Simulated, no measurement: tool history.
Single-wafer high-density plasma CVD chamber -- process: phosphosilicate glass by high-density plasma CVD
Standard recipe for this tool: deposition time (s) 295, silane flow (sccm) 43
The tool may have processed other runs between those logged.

| run | hour | deposition time (s) | silane flow (sccm) | wafers since the last listed run | hours since the silane flow controller was replaced | hours since the gauge calibration | read-back reference wafer on the same gauge, thickness_nm | mean film thickness on the monitor wafer (nm) |
|---|---|---|---|---|---|---|---|---|
| 1 | 0 | 295 | 43 | 0 | 2139.2 | 176.4 | 1170.04 | 1252.307 |
| 2 | 32.6 | 295 | 43 | 148 | 2171.8 | 209 | 1170.279 | 1254.812 |
| 3 | 53.1 | 295 | 43 | 93 | 2192.3 | 229.5 | 1170.222 | 1253.525 |
| 4 | 71.8 | 295 | 43 | 85 | 2211 | 248.2 | 1169.711 | 1254.503 |
| 5 | 92.3 | 295 | 43 | 93 | 2231.5 | 268.7 | 1170.048 | 1253.806 |
| 6 | 126.4 | 295 | 43 | 155 | 2265.6 | 302.8 | 1169.895 | 1253.574 |
| 7 | 154.8 | 295 | 43 | 129 | 2294 | 331.2 | 1169.895 | 1255.383 |
|  | 171.1 | silane flow controller replaced |
| 8 | 171.6 | 243 | 46 | 40 | 0.5 | 348 | 1169.938 | 1049.292 |
| 9 | 185.5 | 295 | 49 | 63 | 14.4 | 361.9 | 1170.015 | 1339.954 |
|  | 203.2 | gauge calibrated |
| 10 | 206.8 | 353 | 40 | 96 | 35.7 | 3.6 | 1169.824 | 1376.705 |
| 11 | 272.9 | 243 | 49 | 300 | 101.8 | 69.7 | 1170.35 | 1106.847 |
| 12 | 287.9 | 328 | 49 | 68 | 116.8 | 84.7 | 1170.026 | 1492.937 |
| 13 | 306.7 | 295 | 43 | 85 | 135.6 | 103.5 | 1170.294 | 1209.936 |
| 14 | 339 | 266 | 43 | 146 | 167.9 | 135.8 | 1170.079 | 1094.62 |
| 15 | 359.5 | 295 | 43 | 93 | 188.4 | 156.3 | 1169.863 | 1211.223 |

What if the next run were any one of these 4? Each begins from the tool's condition after run 15:
| A | 360 | 295 | 43 | 2 | 188.9 | 156.8 | ? | ? |
| B | 360 | 267 | 39 | 2 | 188.9 | 156.8 | ? | ? |
| C | 360 | 263 | 48 | 2 | 188.9 | 156.8 | ? | ? |
| D | 360 | 335 | 36 | 2 | 188.9 | 156.8 | ? | ? |

| run | read-back reference wafer on the same gauge, thickness_nm | mean film thickness on the monitor wafer (nm) |
|---|---|---|
| A | 1169.88 | 1216.289 |
| B | 1169.88 | 1022.235 |
| C | 1169.88 | 1181.142 |
| D | 1169.88 | 1208.607 |
Had the tool no hidden state, the same runs would have come out as:
| run | mean film thickness on the monitor wafer (nm) |
|---|---|
| A | 1203.081 |
| B | 1011.135 |
| C | 1168.317 |
| D | 1195.483 |
